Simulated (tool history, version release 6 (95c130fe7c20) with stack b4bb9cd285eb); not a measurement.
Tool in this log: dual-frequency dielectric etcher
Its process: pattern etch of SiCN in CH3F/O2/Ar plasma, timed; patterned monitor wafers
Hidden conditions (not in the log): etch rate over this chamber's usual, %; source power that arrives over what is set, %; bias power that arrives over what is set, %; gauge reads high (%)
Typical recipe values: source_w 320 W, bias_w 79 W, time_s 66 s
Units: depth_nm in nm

run	hour	source_w	bias_w	time_s	wafers since the last listed run	hours since the last wet clean	hours since the last source power generator calibration	hours since the last bias power generator calibration	hours since the last upper electrode change	hours since the gauge calibration	read-back reference wafer on the same gauge, depth_nm	depth_nm
1	0	320	79	66	0	320.3	3836.8	4806.1	3088.1	133.9	21	23.67
2	12.9	320	79	66	110	333.2	3849.7	4819	3101	146.8	20.99	23.7
3	45.7	320	79	66	280	366	3882.5	4851.8	3133.8	179.6	20.99	23.66
4	59	320	79	66	113	379.3	3895.8	4865.1	3147.1	192.9	21.01	23.55
5	80.2	320	79	66	180	400.5	3917	4886.3	3168.3	214.1	21.02	23.33
# hour 161.1: gauge calibrated
# hour 175.5: wet clean of the chamber
6	176	320	79	66	612	0.5	4012.8	4982.1	3264.1	14.9	21.02	24.43
7	239.6	320	79	66	542	64.1	4076.4	5045.7	3327.7	78.5	20.96	24.31
8	255.2	320	79	66	133	79.7	4092	5061.3	3343.3	94.1	20.99	24.32
9	268.1	320	79	66	110	92.6	4104.9	5074.2	3356.2	107	21.01	24.49
# hour 286.2: bias power generator calibrated
10	302.8	350	63	48.5	262	127.3	4139.6	16.6	3390.9	141.7	21.03	16.77
# hour 341.5: upper electrode replaced, of another model than before
11	342	400	79	74	129	166.5	4178.8	55.8	0.5	180.9	21.01	30.61
12	357.8	350	94	58.5	134	182.3	4194.6	71.6	16.3	196.7	21.03	24.63

Forecast run 13:
13	374.4	320	79	52.5	141	198.9	4211.2	88.2	32.9	213.3	?	?

read-back reference wafer on the same gauge, depth_nm: 20.97
depth_nm: 19.03 nm
The same run, on a tool lacking any hidden state, would have yielded depth_nm 19.5 nm.
